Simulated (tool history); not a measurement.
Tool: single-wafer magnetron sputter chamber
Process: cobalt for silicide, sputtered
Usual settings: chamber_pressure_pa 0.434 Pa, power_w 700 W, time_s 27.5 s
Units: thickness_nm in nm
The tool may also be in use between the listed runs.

run    hour  chamber_pressure_pa  power_w  time_s  read-back reference wafer on the same gauge, thickness_nm  thickness_nm
  1     0.0                0.434      850    27.5                                                      7.874        11.541
  2    49.5                0.434      850    27.5                                                      7.869        11.358
  3   141.7                0.434      750    27.5                                                      7.874         9.842
  4   192.6                0.434      750    27.5                                                      7.871         9.739
  5   237.7                0.434      750    27.5                                                      7.880         9.670
  6   284.7                0.434      800    27.5                                                      7.862        10.214
  7   342.2                0.434      700    27.5                                                      7.869         9.428
  8   393.2                0.545      700    27.5                                                      7.864         8.931
  9   576.2                0.391      850    27.5                                                      7.865        10.977
 10   629.5                0.391      850    27.5                                                      7.852        10.917
 11   658.1                0.391      850    27.5                                                      7.873        11.736
 12   727.4                0.510      700    27.5                                                      7.865         9.153
 13   756.2                0.434      700    25.5                                                      7.873         8.703
 14   813.2                0.434      700    25.5                                                      7.861         8.576
 15   864.4                0.434      700    27.5                                                      7.880         9.142
 16   935.7                0.434      700    27.5                                                      7.866         8.994
 17   964.6                0.372      700    32.5                                                      7.856        10.877
 18  1036.3                0.434      700    27.5                                                      7.881         9.497
 19  1083.2                0.434      700    27.5                                                      7.877         9.520
 20  1154.5                0.434      700    30.0                                                      7.881        10.145
 21  1187.6                0.346      700    31.5                                                      7.869        10.948
 22  1247.9                0.434      700    27.5                                                      7.868         9.123
 23  1313.2                0.434      700    32.1                                                      7.868        10.461
 24  1345.2                0.434      500    27.5                                                      7.870         6.800
 25  1393.4                0.336      800    31.1                                                      7.863        12.565
 26  1423.4                0.284      700    27.5                                                      7.874         9.852
 27  1483.5                0.434      700    25.9                                                      7.876         8.732
 28  1535.8                0.434      700    27.5                                                      7.867         9.124
 29  1567.2                0.434      700    24.7                                                      7.865         8.027
 30  1617.9                0.371      700    24.2                                                      7.878         8.105
 31  1655.1                0.434      700    27.5                                                      7.865         8.830

Taken out of this log: 7 entries between the listed runs. Where each belongs, and how the hidden state differs across it:
Between runs 6 and 7: sputter target and shields replaced (hour 320.3)
  deposition rate above that of a new target (%): -6.57 -> -1.48
  measured less the result without the state, thickness_nm: -0.718 -> -0.141 nm
Between runs 8 and 9: magnet pack replaced (hour 518.0)
  deposition rate above that of a new target (%): -2.52 -> -6.25
  measured less the result without the state, thickness_nm: -0.231 -> -0.733 nm
Between runs 10 and 11: sputter target and shields replaced (hour 654.4)
  deposition rate above that of a new target (%): -7.34 -> -0.323
  measured less the result without the state, thickness_nm: -0.865 -> -0.038 nm
Between runs 17 and 18: sputter target and shields replaced (hour 1025.0)
  deposition rate above that of a new target (%): -6.57 -> -0.511
  measured less the result without the state, thickness_nm: -0.765 -> -0.049 nm
Between runs 18 and 19: gauge calibrated (hour 1072.1)
  deposition rate above that of a new target (%): -0.511 -> -1.47
  measured less the result without the state, thickness_nm: -0.049 -> -0.142 nm
Between runs 19 and 20: capacitance manometer re-zeroed and calibrated (hour 1099.6)
  deposition rate above that of a new target (%): -1.47 -> -2.92
  measured less the result without the state, thickness_nm: -0.142 -> -0.305 nm
Between runs 23 and 24: sputter target and shields replaced (hour 1344.7)
  deposition rate above that of a new target (%): -6.16 -> -1.3
  measured less the result without the state, thickness_nm: -0.686 -> -0.090 nm
